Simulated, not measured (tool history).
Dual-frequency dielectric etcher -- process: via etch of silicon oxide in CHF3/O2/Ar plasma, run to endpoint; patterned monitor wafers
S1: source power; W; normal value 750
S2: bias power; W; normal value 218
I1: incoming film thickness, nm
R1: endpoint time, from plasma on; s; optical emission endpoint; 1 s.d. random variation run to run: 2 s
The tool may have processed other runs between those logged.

run     day   S1   S2     I1     R1
  1   0.000  750  251  625.1  239.1
  2   2.112  750  218  625.4  258.3
  3   3.812  750  218  630.1  260.1
  4   5.579  880  206  628.1  255.9
  5   7.796  880  206  628.8  250.8
  6  15.958  670  204  625.3  267.0
  7  17.650  670  204  629.7  263.5
     19.046  -- wet clean of the chamber
  8  19.067  750  218  627.9  258.9
  9  21.379  750  218  626.8  262.3
 10  23.392  750  218  631.3  259.8
     23.888  -- bias power generator calibrated
     24.538  -- upper electrode replaced
 11  25.771  750  218  626.2  257.0
 12  26.838  750  218  623.7  257.6
 13  29.825  750  218  633.3  257.3
 14  32.229  680  218  624.9  261.5
 15  34.171  830  236  629.0  238.5
 16  36.650  910  265  624.3  219.7
 17  38.571  750  218  630.8  253.9
     40.925  -- source power generator calibrated
 18  41.346  800  179  625.7  273.2
 19  42.988  750  218  622.9  244.4
     45.367  -- wet clean of the chamber
 20  45.854  560  260  627.4  254.8
 21  48.000  600  171  631.1  310.8
 22  50.592  620  172  627.4  304.7

What does the tool deliver on the next run?
 23  52.788  750  272  629.5   ?

{"run 23": {"R1": 232.2}}
If the tool had no hidden condition, the same run with the same run-to-run variation would have returned R1 237.0 s.

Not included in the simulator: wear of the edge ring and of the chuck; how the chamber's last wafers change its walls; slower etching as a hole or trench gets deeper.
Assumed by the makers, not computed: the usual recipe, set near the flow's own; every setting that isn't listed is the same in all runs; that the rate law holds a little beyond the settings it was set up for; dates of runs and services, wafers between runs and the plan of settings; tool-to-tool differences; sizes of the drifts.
